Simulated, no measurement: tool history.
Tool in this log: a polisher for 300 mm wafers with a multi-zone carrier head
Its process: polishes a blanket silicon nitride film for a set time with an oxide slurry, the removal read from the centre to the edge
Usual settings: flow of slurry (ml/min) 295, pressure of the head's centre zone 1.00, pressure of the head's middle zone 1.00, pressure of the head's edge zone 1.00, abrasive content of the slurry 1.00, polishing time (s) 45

run	hour	flow of slurry (ml/min)	pressure of the head's centre zone	pressure of the head's middle zone	pressure of the head's edge zone	abrasive content of the slurry	polishing time (s)	wafers since the last listed run	wafers polished on this pad	hours since the slurry nozzle was cleaned	hours since the centre zone pressure was calibrated	hours since the edge zone pressure was calibrated	hours since the carrier head's membrane was replaced	incoming thickness of the incoming film, nm	film removed at the wafer's centre (angstrom)	film removed at mid-radius (angstrom)	film removed at the wafer's edge (angstrom)
1	0.0	295	1.00	1.00	1.00	0.75	45	0	311	264.3	110.0	162.1	866.6	417.5	287	290	298
2	39.3	295	0.91	1.00	1.00	1.10	33	337	648	303.6	149.3	201.4	905.9	424.9	219	243	244
3	69.0	295	1.00	1.03	1.00	1.00	45	255	904	333.3	179.0	231.1	935.6	418.9	323	327	328
4	96.0	295	1.00	1.00	1.06	1.15	45	232	1136	360.3	206.0	258.1	962.6	422.3	336	339	360
5	128.8	295	1.00	1.07	1.00	1.15	45	281	1418	393.1	238.8	290.9	995.4	410.5	336	355	345
6	180.1	205	1.00	1.00	1.00	1.00	45	440	1859	444.4	290.1	342.2	1046.7	419.9	306	311	318
# hour 202.0: slurry nozzle cleaned
7	233.2	260	0.90	1.00	1.04	1.00	45	447	2306	31.2	343.2	395.3	1099.8	426.3	282	318	332
8	294.0	205	1.00	0.96	1.00	1.10	56	522	2829	92.0	404.0	456.1	1160.6	424.2	397	389	410
# hour 342.2: edge zone pressure recalibrated
9	362.1	295	0.96	1.00	1.00	1.00	57	568	3397	160.1	472.1	19.9	1228.7	419.4	389	412	419
# hour 419.4: carrier head's membrane replaced by a new one
10	419.9	295	1.00	1.00	1.00	1.00	45	453	3851	217.9	529.9	77.7	0.5	424.9	318	322	328
11	472.1	295	1.00	1.00	0.91	1.00	58	448	4299	270.1	582.1	129.9	52.7	418.4	419	412	407
# hour 488.7: worn pad replaced by a new one
12	505.3	250	1.00	1.00	1.00	1.00	45	250	142	303.3	615.3	163.1	85.9	421.4	320	313	322
13	568.2	240	1.00	1.00	0.96	1.20	45	540	683	366.2	678.2	226.0	148.8	427.2	333	334	334
14	609.3	295	1.00	1.00	1.00	1.00	45	353	1036	407.3	719.3	267.1	189.9	418.6	317	323	323
15	675.6	375	1.00	1.00	1.00	1.00	45	569	1606	473.6	785.6	333.4	256.2	419.3	328	327	325
# hour 821.4: slurry nozzle cleaned
16	826.1	295	1.00	1.00	1.00	1.00	45	1284	2891	4.7	936.1	483.9	406.7	420.6	316	318	319
17	888.5	400	1.10	1.00	1.05	1.00	60	536	3427	67.1	998.5	546.3	469.1	426.6	483	438	453
# hour 918.4: edge zone pressure recalibrated
18	918.9	220	1.00	0.96	0.96	0.80	45	244	3671	97.5	1028.9	0.5	499.5	420.5	285	281	289
# hour 971.7: centre zone pressure recalibrated
19	980.0	295	1.00	1.09	1.00	1.00	45	507	4179	158.6	8.3	61.6	560.6	423.4	319	338	321
20	1031.0	295	1.00	1.00	1.00	1.00	45	438	4617	209.6	59.3	112.6	611.6	425.9	319	319	328
21	1074.5	295	0.89	0.89	1.10	1.00	45	373	4991	253.1	102.8	156.1	655.1	421.4	287	298	342
# hour 1098.3: worn pad replaced by a new one
22	1124.6	295	1.00	1.00	1.00	1.00	30	396	225	303.2	152.9	206.2	705.2	417.6	214	214	217

List, for all runs, the conditions of the tool that the log does not record:
removal rate lost through wear of the pad, %: 0 in every run
slurry flow missing at the pad, %: 0 in every run
deviation of the centre zone's pressure from its setpoint, %: 0 in every run
deviation of the edge zone's pressure from its setpoint, %: 0 in every run
